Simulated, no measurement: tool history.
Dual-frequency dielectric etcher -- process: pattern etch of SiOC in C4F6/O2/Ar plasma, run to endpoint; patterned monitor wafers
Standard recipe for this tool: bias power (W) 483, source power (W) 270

run,day,bias power (W),source power (W),wafers since the last listed run,hours since the last wet clean,hours since the last bias power generator calibration,hours since the last source power generator calibration,hours since the last upper electrode change,"incoming incoming film thickness, nm",endpoint time (s)
1,0.000,483,240,0,137.4,1112.8,2086.7,3331.9,30.67,13.1
2,1.333,483,270,391,169.4,1144.8,2118.7,3363.9,31.32,13.1
3,1.979,483,270,189,184.9,1160.3,2134.2,3379.4,31.13,12.9
4,2.646,483,270,195,200.9,1176.3,2150.2,3395.4,31.21,13.0
5,3.496,483,320,249,221.3,1196.7,2170.6,3415.8,31.08,12.4
6,4.583,483,320,319,247.4,1222.8,2196.7,3441.9,31.30,12.4
7,5.267,483,270,200,263.8,1239.2,2213.1,3458.3,31.04,13.2
8,6.300,483,270,303,288.6,1264.0,2237.9,3483.1,30.85,12.9
# day 8.571: upper electrode replaced
9,8.592,483,270,378,343.6,1319.0,2292.9,0.5,31.13,13.1
10,8.604,549,300,3,343.9,1319.3,2293.2,0.8,31.09,12.1
11,9.142,483,270,157,356.8,1332.2,2306.1,13.7,31.47,13.4
12,9.833,529,230,202,373.4,1348.8,2322.7,30.3,31.26,13.2
13,11.233,483,270,410,407.0,1382.4,2356.3,63.9,31.01,13.2
14,11.892,483,270,193,422.8,1398.2,2372.1,79.7,31.31,13.4
15,13.117,422,240,359,452.2,1427.6,2401.5,109.1,30.80,14.1
16,13.638,483,270,152,464.7,1440.1,2414.0,121.6,31.02,13.3
# day 13.971: bias power generator calibrated
# day 14.392: source power generator calibrated
# day 15.246: wet clean of the chamber
17,15.267,600,290,129,0.5,31.1,21.0,160.7,31.11,11.4
18,15.279,427,290,3,0.8,31.4,21.3,161.0,31.07,12.7
19,15.871,483,330,173,15.0,45.6,35.5,175.2,31.30,12.1
20,16.508,559,200,187,30.3,60.9,50.8,190.5,30.85,12.9
21,17.712,483,210,353,59.2,89.8,79.7,219.4,30.83,13.2
22,18.904,527,290,349,87.8,118.4,108.3,248.0,31.06,12.2
23,20.262,483,270,398,120.4,151.0,140.9,280.6,31.08,12.6

Alternative continuations, all from the tool just after run 23; predict every row:
A,20.279,483,340,4,120.8,151.4,141.3,281.0,31.03,?
B,20.279,570,270,4,120.8,151.4,141.3,281.0,31.03,?
C,20.279,483,230,4,120.8,151.4,141.3,281.0,31.03,?

run,endpoint time (s)
A,12.0
B,12.0
C,13.2
Without the tool's hidden state the same runs would have given:
run,endpoint time (s)
A,11.9
B,11.9
C,13.1
